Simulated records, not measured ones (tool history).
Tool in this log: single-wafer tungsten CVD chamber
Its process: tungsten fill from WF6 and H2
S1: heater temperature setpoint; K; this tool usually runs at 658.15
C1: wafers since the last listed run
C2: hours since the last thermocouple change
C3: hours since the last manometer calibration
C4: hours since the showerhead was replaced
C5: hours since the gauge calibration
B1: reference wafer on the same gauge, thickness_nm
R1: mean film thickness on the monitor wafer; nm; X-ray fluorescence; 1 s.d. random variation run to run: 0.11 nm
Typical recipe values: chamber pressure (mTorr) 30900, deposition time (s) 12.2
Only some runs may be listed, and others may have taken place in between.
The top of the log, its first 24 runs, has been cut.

Run 25, hour 645: usual settings but deposition time (s) 13.9; C1 1846; C2 325; C3 419.1; C4 199.7; C5 120.2; B1 24.619. Result: R1 28.839 nm.
Run 26, hour 676.4: usual settings but S1 653.15 K, chamber pressure (mTorr) 36700, deposition time (s) 14.5; C1 1486; C2 356.4; C3 450.5; C4 231.1; C5 151.6; B1 24.597. Result: R1 29.706 nm.
Run 27, hour 694.7: usual settings but S1 665.15 K, deposition time (s) 13.5; C1 866; C2 374.7; C3 468.8; C4 249.4; C5 169.9; B1 24.621. Result: R1 32.544 nm.
Run 28, hour 708.1: usual settings but deposition time (s) 13.9; C1 634; C2 388.1; C3 482.2; C4 262.8; C5 183.3; B1 24.61. Result: R1 29.008 nm.
Run 29, hour 722.9: usual settings; C1 700; C2 402.9; C3 497; C4 277.6; C5 198.1; B1 24.606. Result: R1 25.21 nm.
Run 30, hour 746.2: usual settings but S1 672.15 K, chamber pressure (mTorr) 33600, deposition time (s) 10.8; C1 1103; C2 426.2; C3 520.3; C4 300.9; C5 221.4; B1 24.594. Result: R1 31.986 nm.
Run 31, hour 770: usual settings but deposition time (s) 13.4; C1 1126; C2 450; C3 544.1; C4 324.7; C5 245.2; B1 24.57. Result: R1 27.823 nm.
Run 32, hour 784.7: usual settings but S1 644.15 K, chamber pressure (mTorr) 35300, deposition time (s) 14.1; C1 696; C2 464.7; C3 558.8; C4 339.4; C5 259.9; B1 24.618. Result: R1 22.973 nm.
Run 33, hour 810.5: usual settings but S1 648.15 K, deposition time (s) 10.3; C1 1221; C2 490.5; C3 584.6; C4 365.2; C5 285.7; B1 24.58. Result: R1 16.971 nm.
Run 34, hour 829.3: usual settings but S1 648.15 K, chamber pressure (mTorr) 36400, deposition time (s) 10.7; C1 890; C2 509.3; C3 603.4; C4 384; C5 304.5; B1 24.612. Result: R1 19.511 nm.

Forecast each of these 4 alternatives for the next run:
Run A, hour 829.7: usual settings; C1 18; C2 509.7; C3 603.8; C4 384.4; C5 304.9; B1 ?. Result: R1 ?.
Run B, hour 829.7: usual settings but S1 663.15 K; C1 18; C2 509.7; C3 603.8; C4 384.4; C5 304.9; B1 ?. Result: R1 ?.
Run C, hour 829.7: usual settings but S1 647.15 K, chamber pressure (mTorr) 34800, deposition time (s) 10.2; C1 18; C2 509.7; C3 603.8; C4 384.4; C5 304.9; B1 ?. Result: R1 ?.
Run D, hour 829.7: usual settings but S1 666.15 K, chamber pressure (mTorr) 37500, deposition time (s) 13.9; C1 18; C2 509.7; C3 603.8; C4 384.4; C5 304.9; B1 ?. Result: R1 ?.

run      B1      R1
  A  24.618   25.54
  B  24.618  28.561
  C  24.618  17.754
  D  24.618  38.985
Without the tool's hidden state the same runs would have given:
run      R1
  A  25.388
  B  28.391
  C  17.649
  D  38.757
